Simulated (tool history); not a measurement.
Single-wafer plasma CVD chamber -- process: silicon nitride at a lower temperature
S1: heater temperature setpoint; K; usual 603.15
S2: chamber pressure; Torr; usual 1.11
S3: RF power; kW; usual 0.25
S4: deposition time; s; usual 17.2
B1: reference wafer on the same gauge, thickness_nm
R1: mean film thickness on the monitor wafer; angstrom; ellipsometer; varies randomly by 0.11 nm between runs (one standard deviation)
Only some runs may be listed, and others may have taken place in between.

run	hour	S1	S2	S3	S4	B1	R1
1	0	594.15	1.11	0.25	17.2	15.093	170.83
2	36.9	594.15	1.11	0.25	17.2	15.123	166.98
# hour 58.6: RF generator calibrated
3	103.8	603.15	1.11	0.28	19.4	15.095	218.35
4	147.8	603.15	1.11	0.28	19.4	15.098	216.51
5	221.1	614.15	1.11	0.25	17.2	15.092	174.56
6	269.4	616.15	1.11	0.275	17.2	15.089	189.86
7	319.1	603.15	1.11	0.3	15.4	15.129	178.6
# hour 352.5: showerhead replaced
8	376.1	603.15	1.11	0.25	17.2	15.096	173.49
9	433.9	603.15	1.11	0.25	17.2	15.094	173.06
10	485.2	603.15	1.11	0.25	17.2	15.1	171.95
11	524.9	610.15	1.11	0.285	17.2	15.116	189.25
12	564.4	603.15	0.92	0.285	17.2	15.066	182.08
# hour 628: thermocouple changed; heater temperature recalibrated
13	636.2	603.15	1.11	0.25	17.2	15.091	169.6
14	706.6	603.15	0.94	0.25	19.9	15.127	187.41
15	773.6	589.15	1.11	0.25	19.3	15.119	188.94
16	826.4	603.15	1.11	0.25	17.2	15.102	167.58
17	875.1	594.15	1.03	0.23	20.1	15.118	178.58
# hour 889.9: gauge calibrated
18	934.9	589.15	1.11	0.25	17.2	15.062	166.4
# hour 965.8: capacitance manometer re-zeroed and calibrated
19	968.4	607.15	1.11	0.21	20.1	15.102	166.21
# hour 1014.2: RF generator calibrated
20	1039.9	603.15	1.11	0.25	17.2	15.093	177.88
21	1080.8	603.15	1.11	0.25	18.5	15.102	191.63
22	1147.9	603.15	1.11	0.25	17.2	15.069	176.73
23	1212.1	610.15	0.93	0.21	17.2	15.11	146.01
24	1278.2	603.15	1.11	0.25	17.2	15.078	173.06
25	1306.8	603.15	1.21	0.205	15.8	15.078	139.62
26	1368.6	599.15	0.95	0.295	17.2	15.127	188.48
27	1434.9	603.15	1.11	0.25	17.2	15.089	171.97

Consider 5 possible next runs. They are alternatives, not a sequence: every one starts from the tool as it was left by run 27. What does each give?
A	1435.3	603.15	1.11	0.225	17.2	?	?
B	1435.3	603.15	1.11	0.25	20.6	?	?
C	1435.3	616.15	1.11	0.25	19.2	?	?
D	1435.3	603.15	1.37	0.265	17.2	?	?
E	1435.3	612.15	1.11	0.285	17.2	?	?

run	B1	R1
A	15.071	155.98
B	15.071	203.48
C	15.071	188.9
D	15.071	187.59
E	15.071	187.61
With the hidden condition removed and each run's random variation left untouched, the same runs would have given:
run	R1
A	161.92
B	210.87
C	195.76
D	194.4
E	194.18
